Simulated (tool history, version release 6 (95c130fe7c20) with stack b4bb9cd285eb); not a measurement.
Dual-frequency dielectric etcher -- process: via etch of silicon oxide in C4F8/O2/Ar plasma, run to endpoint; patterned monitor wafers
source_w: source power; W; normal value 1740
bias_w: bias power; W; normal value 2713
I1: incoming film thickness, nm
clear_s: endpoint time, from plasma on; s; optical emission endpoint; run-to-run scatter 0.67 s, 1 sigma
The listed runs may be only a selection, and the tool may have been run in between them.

Run 1, hour 0: usual settings but bias_w 2255 W; I1 1172.3. Result: clear_s 241.9 s.
At hour 13.7: wet clean of the chamber.
Run 2, hour 72.7: usual settings; I1 1163.8. Result: clear_s 225.3 s.
Run 3, hour 157.6: usual settings; I1 1165.3. Result: clear_s 227.3 s.
Run 4, hour 195.3: usual settings but source_w 1990 W; I1 1166.6. Result: clear_s 220.5 s.
Run 5, hour 292.8: usual settings; I1 1158.9. Result: clear_s 229.2 s.
Run 6, hour 370.1: usual settings but source_w 1650 W; I1 1152.1. Result: clear_s 232.2 s.
Run 7, hour 412.2: usual settings but bias_w 3031 W; I1 1176.3. Result: clear_s 230.5 s.
At hour 421.1: bias power generator calibrated.
Run 8, hour 452.7: usual settings but bias_w 2295 W; I1 1173.1. Result: clear_s 241.8 s.
At hour 489: wet clean of the chamber.
Run 9, hour 538.2: usual settings but bias_w 2295 W; I1 1167.7. Result: clear_s 232.2 s.
Run 10, hour 637.2: usual settings but source_w 1570 W, bias_w 2104 W; I1 1179.6. Result: clear_s 246.5 s.
Run 11, hour 721.7: usual settings but source_w 1390 W, bias_w 3152 W; I1 1163.7. Result: clear_s 235.4 s.
Run 12, hour 790.2: usual settings but source_w 2130 W, bias_w 2910 W; I1 1165.2. Result: clear_s 214.1 s.
At hour 818.8: source power generator calibrated.
Run 13, hour 835.5: usual settings but source_w 1410 W, bias_w 3162 W; I1 1167.7. Result: clear_s 237 s.
At hour 901.4: wet clean of the chamber.
Run 14, hour 901.9: usual settings; I1 1172.1. Result: clear_s 227.3 s.
At hour 980: upper electrode replaced.
Run 15, hour 1000.7: usual settings but source_w 2050 W; I1 1166.5. Result: clear_s 217.2 s.
Run 16, hour 1068.9: usual settings but source_w 2160 W, bias_w 2178 W; I1 1152.2. Result: clear_s 219.7 s.
Run 17, hour 1170: usual settings; I1 1173.6. Result: clear_s 232.4 s.
Run 18, hour 1231.6: usual settings; I1 1154. Result: clear_s 230.1 s.

Consider 5 possible next runs. They are alternatives, not a sequence: every one starts from the tool as it was left by run 18. What does each give?
Run A, hour 1232.1: usual settings but source_w 1440 W; I1 1152.4. Result: clear_s ?.
Run B, hour 1232.1: usual settings but bias_w 3211 W; I1 1152.4. Result: clear_s ?.
Run C, hour 1232.1: usual settings but source_w 1570 W, bias_w 3276 W; I1 1152.4. Result: clear_s ?.
Run D, hour 1232.1: usual settings but bias_w 2099 W; I1 1152.4. Result: clear_s ?.
Run E, hour 1232.1: usual settings but bias_w 3204 W; I1 1152.4. Result: clear_s ?.

run  clear_s
  A      241
  B    222.3
  C    227.4
  D    239.8
  E    222.4
With no hidden state in the tool, these same runs would have given:
run  clear_s
  A      234
  B    215.8
  C    220.8
  D    232.8
  E    215.9

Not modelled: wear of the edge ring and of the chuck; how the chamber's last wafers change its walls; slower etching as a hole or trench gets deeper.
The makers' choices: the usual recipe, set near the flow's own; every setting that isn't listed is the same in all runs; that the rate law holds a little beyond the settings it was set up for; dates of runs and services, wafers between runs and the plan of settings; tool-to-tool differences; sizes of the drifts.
